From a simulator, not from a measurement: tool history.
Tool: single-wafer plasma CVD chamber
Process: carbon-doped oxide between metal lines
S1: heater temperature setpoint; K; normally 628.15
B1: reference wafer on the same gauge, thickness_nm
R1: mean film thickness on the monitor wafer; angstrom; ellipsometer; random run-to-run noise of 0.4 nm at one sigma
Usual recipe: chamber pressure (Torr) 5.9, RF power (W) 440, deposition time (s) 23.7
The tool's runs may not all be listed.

{"run": 1, "day": 0.0, "S1": 628.15, "chamber pressure (Torr)": 5.9, "RF power (W)": 440, "deposition time (s)": 20.1, "B1": 91.838, "R1": 937.32}
{"run": 2, "day": 1.8, "S1": 628.15, "chamber pressure (Torr)": 5.9, "RF power (W)": 440, "deposition time (s)": 20.1, "B1": 91.965, "R1": 942.88}
{"day": 2.896, "done": "capacitance manometer re-zeroed and calibrated"}
{"run": 3, "day": 3.504, "S1": 622.15, "chamber pressure (Torr)": 5.9, "RF power (W)": 440, "deposition time (s)": 23.7, "B1": 92.151, "R1": 1130.05}
{"day": 4.462, "done": "RF generator calibrated"}
{"run": 4, "day": 4.562, "S1": 628.15, "chamber pressure (Torr)": 5.9, "RF power (W)": 440, "deposition time (s)": 23.7, "B1": 92.061, "R1": 1127.78}
{"run": 5, "day": 7.071, "S1": 633.15, "chamber pressure (Torr)": 5.9, "RF power (W)": 440, "deposition time (s)": 23.7, "B1": 91.989, "R1": 1115.13}
{"day": 8.496, "done": "thermocouple changed; heater temperature recalibrated"}
{"run": 6, "day": 8.929, "S1": 633.15, "chamber pressure (Torr)": 5.9, "RF power (W)": 440, "deposition time (s)": 23.7, "B1": 91.89, "R1": 1104.41}
{"run": 7, "day": 14.4, "S1": 628.15, "chamber pressure (Torr)": 5.9, "RF power (W)": 440, "deposition time (s)": 23.7, "B1": 92.178, "R1": 1119.88}
{"run": 8, "day": 16.604, "S1": 628.15, "chamber pressure (Torr)": 5.9, "RF power (W)": 440, "deposition time (s)": 23.7, "B1": 92.102, "R1": 1120.12}
{"run": 9, "day": 17.738, "S1": 628.15, "chamber pressure (Torr)": 6.77, "RF power (W)": 440, "deposition time (s)": 25.7, "B1": 92.053, "R1": 1228.14}
{"run": 10, "day": 19.367, "S1": 628.15, "chamber pressure (Torr)": 5.9, "RF power (W)": 440, "deposition time (s)": 23.7, "B1": 91.937, "R1": 1110.63}
{"run": 11, "day": 21.804, "S1": 628.15, "chamber pressure (Torr)": 4.93, "RF power (W)": 520, "deposition time (s)": 23.7, "B1": 92.224, "R1": 1222.97}
{"run": 12, "day": 22.921, "S1": 632.15, "chamber pressure (Torr)": 6.53, "RF power (W)": 440, "deposition time (s)": 20.7, "B1": 92.027, "R1": 970.16}
{"run": 13, "day": 24.904, "S1": 628.15, "chamber pressure (Torr)": 6.32, "RF power (W)": 440, "deposition time (s)": 23.7, "B1": 91.968, "R1": 1121.93}
{"run": 14, "day": 26.421, "S1": 628.15, "chamber pressure (Torr)": 5.9, "RF power (W)": 440, "deposition time (s)": 23.7, "B1": 91.984, "R1": 1102.47}
{"run": 15, "day": 28.783, "S1": 643.15, "chamber pressure (Torr)": 5.9, "RF power (W)": 375, "deposition time (s)": 27.9, "B1": 92.067, "R1": 1100.81}
{"run": 16, "day": 30.55, "S1": 628.15, "chamber pressure (Torr)": 5.9, "RF power (W)": 440, "deposition time (s)": 23.7, "B1": 91.978, "R1": 1105.12}
{"run": 17, "day": 31.588, "S1": 628.15, "chamber pressure (Torr)": 5.9, "RF power (W)": 400, "deposition time (s)": 23.7, "B1": 92.033, "R1": 1018.67}
{"day": 33.508, "done": "gauge calibrated"}
{"run": 18, "day": 33.775, "S1": 640.15, "chamber pressure (Torr)": 5.9, "RF power (W)": 440, "deposition time (s)": 28.1, "B1": 92.043, "R1": 1267.2}
{"run": 19, "day": 36.771, "S1": 620.15, "chamber pressure (Torr)": 7.35, "RF power (W)": 405, "deposition time (s)": 19.7, "B1": 91.902, "R1": 903.2}
{"day": 37.171, "done": "showerhead replaced"}
{"run": 20, "day": 37.854, "S1": 641.15, "chamber pressure (Torr)": 5.9, "RF power (W)": 390, "deposition time (s)": 19.4, "B1": 92.061, "R1": 795.27}
{"run": 21, "day": 40.612, "S1": 628.15, "chamber pressure (Torr)": 5.9, "RF power (W)": 440, "deposition time (s)": 23.7, "B1": 91.899, "R1": 1109.28}
{"run": 22, "day": 42.946, "S1": 628.15, "chamber pressure (Torr)": 5.9, "RF power (W)": 440, "deposition time (s)": 23.7, "B1": 91.912, "R1": 1102.6}
{"run": 23, "day": 44.258, "S1": 633.15, "chamber pressure (Torr)": 4.45, "RF power (W)": 500, "deposition time (s)": 28.1, "B1": 91.937, "R1": 1347.54}
{"run": 24, "day": 46.758, "S1": 628.15, "chamber pressure (Torr)": 5.9, "RF power (W)": 440, "deposition time (s)": 23.7, "B1": 92.032, "R1": 1107.55}
{"run": 25, "day": 48.633, "S1": 628.15, "chamber pressure (Torr)": 5.9, "RF power (W)": 440, "deposition time (s)": 23.7, "B1": 91.89, "R1": 1102.09}
{"run": 26, "day": 50.462, "S1": 628.15, "chamber pressure (Torr)": 5.9, "RF power (W)": 440, "deposition time (s)": 23.7, "B1": 91.924, "R1": 1100.8}
{"run": 27, "day": 52.9, "S1": 639.15, "chamber pressure (Torr)": 6.37, "RF power (W)": 405, "deposition time (s)": 26.6, "B1": 92.09, "R1": 1131.76}

Consider 5 possible next runs. They are alternatives, not a sequence: every one starts from the tool as it was left by run 27. What does each give?
{"run": "A", "day": 52.917, "S1": 628.15, "chamber pressure (Torr)": 5.9, "RF power (W)": 440, "deposition time (s)": 23.7, "B1": "?", "R1": "?"}
{"run": "B", "day": 52.917, "S1": 643.15, "chamber pressure (Torr)": 7.29, "RF power (W)": 465, "deposition time (s)": 23.7, "B1": "?", "R1": "?"}
{"run": "C", "day": 52.917, "S1": 628.15, "chamber pressure (Torr)": 6.59, "RF power (W)": 440, "deposition time (s)": 23.7, "B1": "?", "R1": "?"}
{"run": "D", "day": 52.917, "S1": 618.15, "chamber pressure (Torr)": 6.67, "RF power (W)": 480, "deposition time (s)": 21.1, "B1": "?", "R1": "?"}
{"run": "E", "day": 52.917, "S1": 636.15, "chamber pressure (Torr)": 6.92, "RF power (W)": 440, "deposition time (s)": 23.7, "B1": "?", "R1": "?"}

run=A B1=92.115 R1=1104.92
run=B B1=92.115 R1=1133.84
run=C B1=92.115 R1=1119.24
run=D B1=92.115 R1=1102.58
run=E B1=92.115 R1=1098.86
Take away the tool's hidden state, keep each run's random variation, and the runs would have read:
run=A R1=1127.92
run=B R1=1154.21
run=C R1=1142.54
run=D R1=1122.39
run=E R1=1121.73

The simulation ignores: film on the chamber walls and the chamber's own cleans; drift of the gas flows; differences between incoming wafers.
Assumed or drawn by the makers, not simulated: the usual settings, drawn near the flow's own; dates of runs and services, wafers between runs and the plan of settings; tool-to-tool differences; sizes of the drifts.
